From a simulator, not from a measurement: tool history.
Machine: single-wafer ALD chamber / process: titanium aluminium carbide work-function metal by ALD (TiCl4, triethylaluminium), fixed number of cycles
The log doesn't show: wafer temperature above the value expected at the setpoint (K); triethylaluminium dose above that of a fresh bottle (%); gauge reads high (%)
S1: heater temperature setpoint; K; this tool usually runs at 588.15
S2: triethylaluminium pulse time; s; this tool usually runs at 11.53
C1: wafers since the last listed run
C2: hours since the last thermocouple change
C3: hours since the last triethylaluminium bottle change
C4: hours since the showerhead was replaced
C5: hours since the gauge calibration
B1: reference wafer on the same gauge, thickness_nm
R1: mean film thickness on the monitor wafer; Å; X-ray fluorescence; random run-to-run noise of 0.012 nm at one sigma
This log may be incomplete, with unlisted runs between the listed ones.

run 1 hour=0 | S1=588.15 S2=14.56 | C1=0 C2=789.3 C3=440.7 C4=5103.2 C5=172.2 | B1=2.454 | R1=22.9
run 2 hour=30.3 | S1=588.15 S2=11.53 | C1=186 C2=819.6 C3=471 C4=5133.5 C5=202.5 | B1=2.444 | R1=22.59
run 3 hour=44.5 | S1=588.15 S2=11.53 | C1=87 C2=833.8 C3=485.2 C4=5147.7 C5=216.7 | B1=2.447 | R1=22.69
run 4 hour=63.5 | S1=588.15 S2=11.53 | C1=116 C2=852.8 C3=504.2 C4=5166.7 C5=235.7 | B1=2.442 | R1=22.75
run 5 hour=93.4 | S1=588.15 S2=11.53 | C1=183 C2=882.7 C3=534.1 C4=5196.6 C5=265.6 | B1=2.438 | R1=22.61
run 6 hour=120.2 | S1=588.15 S2=11.53 | C1=164 C2=909.5 C3=560.9 C4=5223.4 C5=292.4 | B1=2.431 | R1=22.79
run 7 hour=152.3 | S1=588.15 S2=11.53 | C1=197 C2=941.6 C3=593 C4=5255.5 C5=324.5 | B1=2.439 | R1=22.92
run 8 hour=183 | S1=588.15 S2=11.53 | C1=188 C2=972.3 C3=623.7 C4=5286.2 C5=355.2 | B1=2.428 | R1=22.6
run 9 hour=209.9 | S1=588.15 S2=11.53 | C1=165 C2=999.2 C3=650.6 C4=5313.1 C5=382.1 | B1=2.425 | R1=22.66
-- hour=257.6 triethylaluminium bottle replaced
run 10 hour=273.9 | S1=588.15 S2=10.49 | C1=344 C2=1063.2 C3=16.3 C4=5377.1 C5=446.1 | B1=2.422 | R1=22.27
run 11 hour=294.4 | S1=588.15 S2=10.49 | C1=125 C2=1083.7 C3=36.8 C4=5397.6 C5=466.6 | B1=2.418 | R1=22.23
run 12 hour=316.8 | S1=588.15 S2=10.49 | C1=137 C2=1106.1 C3=59.2 C4=5420 C5=489 | B1=2.423 | R1=22.29
run 13 hour=340.6 | S1=588.15 S2=9.69 | C1=146 C2=1129.9 C3=83 C4=5443.8 C5=512.8 | B1=2.415 | R1=22.15
run 14 hour=361.1 | S1=588.15 S2=7.96 | C1=125 C2=1150.4 C3=103.5 C4=5464.3 C5=533.3 | B1=2.411 | R1=21.54
run 15 hour=390.6 | S1=588.15 S2=11.53 | C1=181 C2=1179.9 C3=133 C4=5493.8 C5=562.8 | B1=2.41 | R1=22.57
-- hour=419.4 thermocouple changed; heater temperature recalibrated
run 16 hour=419.9 | S1=577.15 S2=9.21 | C1=130 C2=0.5 C3=162.3 C4=5523.1 C5=592.1 | B1=2.407 | R1=21.15
run 17 hour=432.1 | S1=588.15 S2=11.53 | C1=74 C2=12.7 C3=174.5 C4=5535.3 C5=604.3 | B1=2.409 | R1=22.33
run 18 hour=455.2 | S1=577.15 S2=11.53 | C1=141 C2=35.8 C3=197.6 C4=5558.4 C5=627.4 | B1=2.406 | R1=21.36
run 19 hour=484.6 | S1=574.15 S2=9.91 | C1=180 C2=65.2 C3=227 C4=5587.8 C5=656.8 | B1=2.4 | R1=20.95
run 20 hour=496.7 | S1=600.15 S2=14.26 | C1=74 C2=77.3 C3=239.1 C4=5599.9 C5=668.9 | B1=2.403 | R1=23.48
run 21 hour=521.2 | S1=596.15 S2=10.05 | C1=150 C2=101.8 C3=263.6 C4=5624.4 C5=693.4 | B1=2.393 | R1=22.67
-- hour=528.9 gauge calibrated
run 22 hour=537.2 | S1=579.15 S2=9.81 | C1=98 C2=117.8 C3=279.6 C4=5640.4 C5=8.3 | B1=2.458 | R1=21.93
run 23 hour=563.7 | S1=595.15 S2=14.76 | C1=162 C2=144.3 C3=306.1 C4=5666.9 C5=34.8 | B1=2.469 | R1=23.87
-- hour=592.8 showerhead replaced
run 24 hour=597.6 | S1=584.15 S2=11.53 | C1=159 C2=178.2 C3=340 C4=4.8 C5=68.7 | B1=2.463 | R1=22.77
run 25 hour=626.9 | S1=580.15 S2=9.08 | C1=180 C2=207.5 C3=369.3 C4=34.1 C5=98 | B1=2.463 | R1=21.7
run 26 hour=648.6 | S1=588.15 S2=9.66 | C1=133 C2=229.2 C3=391 C4=55.8 C5=119.7 | B1=2.448 | R1=22.59
run 27 hour=669.1 | S1=600.15 S2=11.53 | C1=125 C2=249.7 C3=411.5 C4=76.3 C5=140.2 | B1=2.449 | R1=23.85
run 28 hour=681.9 | S1=588.15 S2=11.53 | C1=78 C2=262.5 C3=424.3 C4=89.1 C5=153 | B1=2.45 | R1=22.62
run 29 hour=718.5 | S1=588.15 S2=11.53 | C1=224 C2=299.1 C3=460.9 C4=125.7 C5=189.6 | B1=2.45 | R1=22.86
run 30 hour=735.1 | S1=573.15 S2=13.86 | C1=102 C2=315.7 C3=477.5 C4=142.3 C5=206.2 | B1=2.447 | R1=21.69
run 31 hour=764.7 | S1=598.15 S2=11.53 | C1=181 C2=345.3 C3=507.1 C4=171.9 C5=235.8 | B1=2.442 | R1=23.3
run 32 hour=794.1 | S1=576.15 S2=14.1 | C1=180 C2=374.7 C3=536.5 C4=201.3 C5=265.2 | B1=2.438 | R1=21.78
run 33 hour=826.4 | S1=594.15 S2=7.02 | C1=198 C2=407 C3=568.8 C4=233.6 C5=297.5 | B1=2.442 | R1=21.68

Forecast each of these 4 alternatives for the next run:
run A hour=826.8 | S1=588.15 S2=11.53 | C1=2 C2=407.4 C3=569.2 C4=234 C5=297.9 | B1=? | R1=?
run B hour=826.8 | S1=574.15 S2=9.11 | C1=2 C2=407.4 C3=569.2 C4=234 C5=297.9 | B1=? | R1=?
run C hour=826.8 | S1=575.15 S2=9.57 | C1=2 C2=407.4 C3=569.2 C4=234 C5=297.9 | B1=? | R1=?
run D hour=826.8 | S1=602.15 S2=14.35 | C1=2 C2=407.4 C3=569.2 C4=234 C5=297.9 | B1=? | R1=?

run=A B1=2.434 R1=22.86
run=B B1=2.434 R1=21.19
run=C B1=2.434 R1=21.4
run=D B1=2.434 R1=24.3
The same runs, with their run-to-run variation unchanged, on a tool lacking any hidden condition would have given:
run=A R1=23.05
run=B R1=21.37
run=C R1=21.59
run=D R1=24.51
